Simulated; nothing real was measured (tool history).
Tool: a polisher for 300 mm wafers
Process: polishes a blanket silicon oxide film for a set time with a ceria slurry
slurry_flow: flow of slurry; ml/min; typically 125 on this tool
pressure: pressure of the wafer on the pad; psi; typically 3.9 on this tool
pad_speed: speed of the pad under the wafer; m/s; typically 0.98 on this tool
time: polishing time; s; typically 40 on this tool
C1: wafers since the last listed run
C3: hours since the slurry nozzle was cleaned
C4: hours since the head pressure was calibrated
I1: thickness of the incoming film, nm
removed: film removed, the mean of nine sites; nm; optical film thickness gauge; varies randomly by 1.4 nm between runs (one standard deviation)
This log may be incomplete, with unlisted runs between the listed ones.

run 1 hour=0.0 | slurry_flow=140 pressure=3.9 pad_speed=0.98 time=40 | C1=0 wafers_polished_on_this_pad=429 C3=349.9 C4=391.5 | I1=918.0 | removed=202.6
run 2 hour=88.1 | slurry_flow=140 pressure=3.9 pad_speed=0.98 time=40 | C1=1501 wafers_polished_on_this_pad=1930 C3=438.0 C4=479.6 | I1=918.7 | removed=202.1
run 3 hour=142.8 | slurry_flow=125 pressure=3.9 pad_speed=0.98 time=46 | C1=932 wafers_polished_on_this_pad=2862 C3=492.7 C4=534.3 | I1=929.1 | removed=223.4
-- hour=169.1 worn pad replaced by a new one
run 4 hour=218.1 | slurry_flow=125 pressure=3.9 pad_speed=0.98 time=46 | C1=1214 wafers_polished_on_this_pad=834 C3=568.0 C4=609.6 | I1=901.4 | removed=228.2
run 5 hour=278.5 | slurry_flow=125 pressure=3.9 pad_speed=0.98 time=40 | C1=1029 wafers_polished_on_this_pad=1863 C3=628.4 C4=670.0 | I1=923.3 | removed=198.9
run 6 hour=360.8 | slurry_flow=125 pressure=3.9 pad_speed=0.98 time=40 | C1=1402 wafers_polished_on_this_pad=3265 C3=710.7 C4=752.3 | I1=926.1 | removed=198.1
-- hour=387.2 worn pad replaced by a new one
-- hour=414.2 head pressure recalibrated
run 7 hour=442.9 | slurry_flow=125 pressure=3.9 pad_speed=0.98 time=40 | C1=1296 wafers_polished_on_this_pad=915 C3=792.8 C4=28.7 | I1=918.7 | removed=192.3
run 8 hour=508.7 | slurry_flow=125 pressure=3.9 pad_speed=0.98 time=40 | C1=1121 wafers_polished_on_this_pad=2036 C3=858.6 C4=94.5 | I1=937.6 | removed=195.0
-- hour=539.8 slurry nozzle cleaned
-- hour=595.7 worn pad replaced by a new one
run 9 hour=603.6 | slurry_flow=125 pressure=3.9 pad_speed=0.98 time=40 | C1=1531 wafers_polished_on_this_pad=134 C3=63.8 C4=189.4 | I1=910.2 | removed=193.9
run 10 hour=686.9 | slurry_flow=125 pressure=3.9 pad_speed=0.98 time=50 | C1=1419 wafers_polished_on_this_pad=1553 C3=147.1 C4=272.7 | I1=916.9 | removed=244.2
run 11 hour=751.4 | slurry_flow=125 pressure=3.9 pad_speed=0.98 time=40 | C1=1099 wafers_polished_on_this_pad=2652 C3=211.6 C4=337.2 | I1=928.5 | removed=189.0
-- hour=800.2 worn pad replaced by a new one
run 12 hour=827.8 | slurry_flow=125 pressure=3.9 pad_speed=1.20 time=33 | C1=1233 wafers_polished_on_this_pad=471 C3=288.0 C4=413.6 | I1=920.5 | removed=186.3
run 13 hour=865.3 | slurry_flow=145 pressure=2.5 pad_speed=0.72 time=40 | C1=638 wafers_polished_on_this_pad=1109 C3=325.5 C4=451.1 | I1=910.4 | removed=115.3
run 14 hour=919.4 | slurry_flow=85 pressure=3.9 pad_speed=0.98 time=54 | C1=921 wafers_polished_on_this_pad=2031 C3=379.6 C4=505.2 | I1=918.3 | removed=236.7
run 15 hour=967.7 | slurry_flow=125 pressure=3.5 pad_speed=0.98 time=40 | C1=822 wafers_polished_on_this_pad=2854 C3=427.9 C4=553.5 | I1=910.9 | removed=175.9
-- hour=1055.0 worn pad replaced by a new one
run 16 hour=1065.3 | slurry_flow=125 pressure=3.9 pad_speed=0.86 time=40 | C1=1594 wafers_polished_on_this_pad=175 C3=525.5 C4=651.1 | I1=924.7 | removed=188.5
run 17 hour=1109.2 | slurry_flow=145 pressure=3.9 pad_speed=0.78 time=49 | C1=748 wafers_polished_on_this_pad=923 C3=569.4 C4=695.0 | I1=916.8 | removed=226.2

Consider 3 possible next runs. They are alternatives, not a sequence: every one starts from the tool as it was left by run 17. What does each give?
run A hour=1109.6 | slurry_flow=125 pressure=3.9 pad_speed=0.98 time=40 | C1=6 wafers_polished_on_this_pad=930 C3=569.8 C4=695.4 | I1=914.0 | removed=?
run B hour=1109.6 | slurry_flow=115 pressure=3.4 pad_speed=0.98 time=54 | C1=6 wafers_polished_on_this_pad=930 C3=569.8 C4=695.4 | I1=914.0 | removed=?
run C hour=1109.6 | slurry_flow=125 pressure=5.2 pad_speed=0.98 time=47 | C1=6 wafers_polished_on_this_pad=930 C3=569.8 C4=695.4 | I1=914.0 | removed=?

run=A removed=205.3
run=B removed=239.5
run=C removed=315.5
Without the tool's unlogged condition, the same runs would have read:
run=A removed=198.2
run=B removed=231.3
run=C removed=304.6
